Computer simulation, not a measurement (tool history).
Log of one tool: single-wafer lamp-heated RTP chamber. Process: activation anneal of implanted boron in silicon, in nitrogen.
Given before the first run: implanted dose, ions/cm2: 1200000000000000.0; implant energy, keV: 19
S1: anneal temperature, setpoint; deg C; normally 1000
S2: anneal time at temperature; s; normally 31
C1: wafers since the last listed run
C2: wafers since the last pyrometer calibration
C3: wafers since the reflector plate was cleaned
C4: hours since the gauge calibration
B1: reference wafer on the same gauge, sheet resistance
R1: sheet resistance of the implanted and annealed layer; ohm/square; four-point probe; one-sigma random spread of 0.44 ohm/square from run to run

run 1 hour=0 | S1=1017 S2=31 | C1=0 C2=2285 C3=2227 C4=452.2 | B1=98.04 | R1=103.01
run 2 hour=35.9 | S1=1000 S2=31 | C1=489 C2=2774 C3=2717 C4=488.1 | B1=98.02 | R1=106.59
run 3 hour=71.4 | S1=1000 S2=31 | C1=484 C2=3258 C3=3201 C4=523.6 | B1=98.1 | R1=106.87
run 4 hour=105.3 | S1=1000 S2=31 | C1=462 C2=3721 C3=3663 C4=557.5 | B1=97.99 | R1=105.15
run 5 hour=124.4 | S1=1021 S2=31 | C1=260 C2=3981 C3=3924 C4=576.6 | B1=98.02 | R1=102.9
run 6 hour=141.9 | S1=1021 S2=31 | C1=238 C2=4220 C3=4162 C4=594.1 | B1=97.95 | R1=103.01
run 7 hour=175.9 | S1=994 S2=31 | C1=463 C2=4683 C3=4626 C4=628.1 | B1=97.95 | R1=106.83
-- hour=201.5 pyrometer window cleaned and pyrometer calibrated
run 8 hour=202 | S1=1000 S2=31 | C1=246 C2=7 C3=4873 C4=654.2 | B1=97.94 | R1=105.5
run 9 hour=234.2 | S1=1000 S2=31 | C1=439 C2=446 C3=5312 C4=686.4 | B1=98.06 | R1=105.04
run 10 hour=255.5 | S1=1000 S2=31 | C1=290 C2=736 C3=5602 C4=707.7 | B1=97.95 | R1=105.44
-- hour=265.6 reflector plate cleaned
run 11 hour=270.9 | S1=1000 S2=31 | C1=100 C2=837 C3=71 C4=723.1 | B1=97.93 | R1=107.39
run 12 hour=294.2 | S1=1000 S2=31 | C1=317 C2=1155 C3=389 C4=746.4 | B1=97.94 | R1=107.17
run 13 hour=311.1 | S1=1000 S2=31 | C1=230 C2=1385 C3=619 C4=763.3 | B1=97.88 | R1=106.24
run 14 hour=325.5 | S1=1000 S2=31 | C1=196 C2=1582 C3=816 C4=777.7 | B1=98.05 | R1=107.08
run 15 hour=358.2 | S1=1000 S2=31 | C1=445 C2=2028 C3=1262 C4=810.4 | B1=97.95 | R1=107.3
run 16 hour=383.3 | S1=1000 S2=31 | C1=342 C2=2370 C3=1604 C4=835.5 | B1=97.9 | R1=106.26
run 17 hour=402.8 | S1=978 S2=13 | C1=265 C2=2636 C3=1870 C4=855 | B1=98.03 | R1=119.43
run 18 hour=435.9 | S1=1000 S2=13 | C1=451 C2=3087 C3=2321 C4=888.1 | B1=98.06 | R1=108.1
run 19 hour=468.8 | S1=1028 S2=49 | C1=448 C2=3536 C3=2770 C4=921 | B1=97.97 | R1=101.64
-- hour=484.6 gauge calibrated
run 20 hour=490.1 | S1=1000 S2=31 | C1=290 C2=3826 C3=3060 C4=5.5 | B1=97.83 | R1=104.74
run 21 hour=510 | S1=1000 S2=31 | C1=271 C2=4097 C3=3331 C4=25.4 | B1=97.98 | R1=104.92
run 22 hour=529.7 | S1=1020 S2=21 | C1=268 C2=4366 C3=3600 C4=45.1 | B1=97.97 | R1=103.57
run 23 hour=565.2 | S1=1000 S2=25 | C1=484 C2=4850 C3=4084 C4=80.6 | B1=97.94 | R1=105.86
run 24 hour=588.7 | S1=1008 S2=36 | C1=320 C2=5171 C3=4404 C4=104.1 | B1=97.97 | R1=103.72
run 25 hour=617.6 | S1=1008 S2=31 | C1=394 C2=5565 C3=4798 C4=133 | B1=97.98 | R1=104.16
-- hour=646.8 pyrometer window cleaned and pyrometer calibrated
run 26 hour=651.5 | S1=1021 S2=21 | C1=353 C2=64 C3=5152 C4=166.9 | B1=97.94 | R1=103.33
run 27 hour=676.1 | S1=1000 S2=31 | C1=335 C2=399 C3=5487 C4=191.5 | B1=97.94 | R1=105.08
run 28 hour=711.9 | S1=1000 S2=47 | C1=488 C2=888 C3=5975 C4=227.3 | B1=97.95 | R1=104.32
run 29 hour=786.8 | S1=1000 S2=31 | C1=1021 C2=1909 C3=6996 C4=302.2 | B1=98.08 | R1=105.33
-- hour=796.2 reflector plate cleaned
run 30 hour=806.6 | S1=1010 S2=25 | C1=160 C2=2070 C3=141 C4=322 | B1=98.01 | R1=106.03
run 31 hour=823 | S1=1027 S2=19 | C1=223 C2=2293 C3=365 C4=338.4 | B1=98.08 | R1=103.88
run 32 hour=845 | S1=1000 S2=16 | C1=299 C2=2593 C3=665 C4=360.4 | B1=97.84 | R1=109.19
run 33 hour=859.6 | S1=980 S2=45 | C1=199 C2=2792 C3=864 C4=375 | B1=97.96 | R1=112.01

For run 34, what comes out?
run 34 hour=871.9 | S1=1000 S2=46 | C1=167 C2=2960 C3=1031 C4=387.3 | B1=? | R1=?

Run 34 measured B1 98.09, R1 105.72 ohm/square.
Take away the tool's hidden state, keep the run-to-run variation as it was, and the same run would have given R1 106.46 ohm/square.
